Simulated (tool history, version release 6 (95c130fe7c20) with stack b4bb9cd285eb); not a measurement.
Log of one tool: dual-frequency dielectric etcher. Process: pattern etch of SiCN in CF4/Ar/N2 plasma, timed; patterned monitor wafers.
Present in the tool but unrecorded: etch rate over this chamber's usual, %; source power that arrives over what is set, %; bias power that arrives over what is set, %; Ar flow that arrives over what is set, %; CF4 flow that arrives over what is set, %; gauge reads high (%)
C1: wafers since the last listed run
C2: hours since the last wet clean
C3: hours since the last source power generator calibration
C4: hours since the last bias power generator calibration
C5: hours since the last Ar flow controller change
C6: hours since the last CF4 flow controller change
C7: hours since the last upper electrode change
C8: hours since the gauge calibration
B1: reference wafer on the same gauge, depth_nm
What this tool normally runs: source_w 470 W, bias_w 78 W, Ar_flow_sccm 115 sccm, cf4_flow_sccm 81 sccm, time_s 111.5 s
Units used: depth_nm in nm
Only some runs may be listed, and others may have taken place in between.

Run 1, hour 0: usual settings but Ar_flow_sccm 135 sccm; C1 0; C2 214.4; C3 2682.2; C4 3485.3; C5 1888.6; C6 5009.1; C7 3023.5; C8 392.3; B1 103.6. Result: depth_nm 93.8 nm.
Run 2, hour 102.8: usual settings but Ar_flow_sccm 135 sccm; C1 1027; C2 317.2; C3 2785; C4 3588.1; C5 1991.4; C6 5111.9; C7 3126.3; C8 495.1; B1 103.4. Result: depth_nm 93.6 nm.
Run 3, hour 200.6: usual settings but source_w 520 W; C1 977; C2 415; C3 2882.8; C4 3685.9; C5 2089.2; C6 5209.7; C7 3224.1; C8 592.9; B1 103.2. Result: depth_nm 103.3 nm.
At hour 322.5: wet clean of the chamber.
Run 4, hour 323: usual settings but source_w 520 W; C1 983; C2 0.5; C3 3005.2; C4 3808.3; C5 2211.6; C6 5332.1; C7 3346.5; C8 715.3; B1 102.8. Result: depth_nm 103.2 nm.
Run 5, hour 397.9: usual settings but Ar_flow_sccm 127 sccm, time_s 85 s; C1 748; C2 75.4; C3 3080.1; C4 3883.2; C5 2286.5; C6 5407; C7 3421.4; C8 790.2; B1 102.9. Result: depth_nm 71.7 nm.
At hour 446.8: CF4 flow controller replaced.
Run 6, hour 481.1: usual settings but cf4_flow_sccm 76 sccm; C1 771; C2 158.6; C3 3163.3; C4 3966.4; C5 2369.7; C6 34.3; C7 3504.6; C8 873.4; B1 102.7. Result: depth_nm 93.2 nm.
Run 7, hour 552.8: usual settings; C1 716; C2 230.3; C3 3235; C4 4038.1; C5 2441.4; C6 106; C7 3576.3; C8 945.1; B1 102.8. Result: depth_nm 95.2 nm.
Run 8, hour 618.8: usual settings but cf4_flow_sccm 88 sccm; C1 659; C2 296.3; C3 3301; C4 4104.1; C5 2507.4; C6 172; C7 3642.3; C8 1011.1; B1 102.6. Result: depth_nm 96.4 nm.
Run 9, hour 692: usual settings but source_w 420 W, Ar_flow_sccm 88 sccm; C1 731; C2 369.5; C3 3374.2; C4 4177.3; C5 2580.6; C6 245.2; C7 3715.5; C8 1084.3; B1 102.6. Result: depth_nm 91.3 nm.
At hour 709.3: source power generator calibrated.
Run 10, hour 786.6: usual settings; C1 905; C2 464.1; C3 77.3; C4 4271.9; C5 2675.2; C6 339.8; C7 3810.1; C8 1178.9; B1 102.6. Result: depth_nm 95.4 nm.
At hour 854: wet clean of the chamber.
At hour 870.6: gauge calibrated.
Run 11, hour 881.6: usual settings but source_w 380 W; C1 709; C2 27.6; C3 172.3; C4 4366.9; C5 2770.2; C6 434.8; C7 3905.1; C8 11; B1 106.1. Result: depth_nm 84.5 nm.
At hour 920.3: bias power generator calibrated.
At hour 925.8: Ar flow controller replaced.
Run 12, hour 957.4: usual settings but bias_w 59 W; C1 661; C2 103.4; C3 248.1; C4 37.1; C5 31.6; C6 510.6; C7 3980.9; C8 86.8; B1 105.5. Result: depth_nm 87.3 nm.
Run 13, hour 1063.9: usual settings; C1 1063; C2 209.9; C3 354.6; C4 143.6; C5 138.1; C6 617.1; C7 4087.4; C8 193.3; B1 104.9. Result: depth_nm 97.5 nm.
Run 14, hour 1115.4: usual settings but source_w 350 W, bias_w 94 W, cf4_flow_sccm 89 sccm; C1 514; C2 261.4; C3 406.1; C4 195.1; C5 189.6; C6 668.6; C7 4138.9; C8 244.8; B1 104.7. Result: depth_nm 87.4 nm.
At hour 1161.1: upper electrode replaced.
Run 15, hour 1207.8: usual settings; C1 683; C2 353.8; C3 498.5; C4 287.5; C5 282; C6 761; C7 46.7; C8 337.2; B1 104.3. Result: depth_nm 97.5 nm.
Run 16, hour 1289.4: usual settings; C1 815; C2 435.4; C3 580.1; C4 369.1; C5 363.6; C6 842.6; C7 128.3; C8 418.8; B1 104.1. Result: depth_nm 95.8 nm.
At hour 1356.7: wet clean of the chamber.
Run 17, hour 1523.3: usual settings but source_w 390 W, bias_w 63 W; C1 2097; C2 166.6; C3 814; C4 603; C5 597.5; C6 1076.5; C7 362.2; C8 652.7; B1 103.5. Result: depth_nm 77.2 nm.
Run 18, hour 1581.8: usual settings but source_w 540 W, bias_w 71 W, Ar_flow_sccm 131 sccm, cf4_flow_sccm 70 sccm; C1 584; C2 225.1; C3 872.5; C4 661.5; C5 656; C6 1135; C7 420.7; C8 711.2; B1 103.4. Result: depth_nm 95.9 nm.

Expected results for the next run?
Run 19, hour 1665.2: usual settings but bias_w 91 W, Ar_flow_sccm 89 sccm, cf4_flow_sccm 68 sccm, time_s 132.5 s; C1 833; C2 308.5; C3 955.9; C4 744.9; C5 739.4; C6 1218.4; C7 504.1; C8 794.6; B1 ?. Result: depth_nm ?.

B1: 103.4
depth_nm: 120.9 nm
With no hidden state in the tool, this same run would have given depth_nm 123.9 nm.
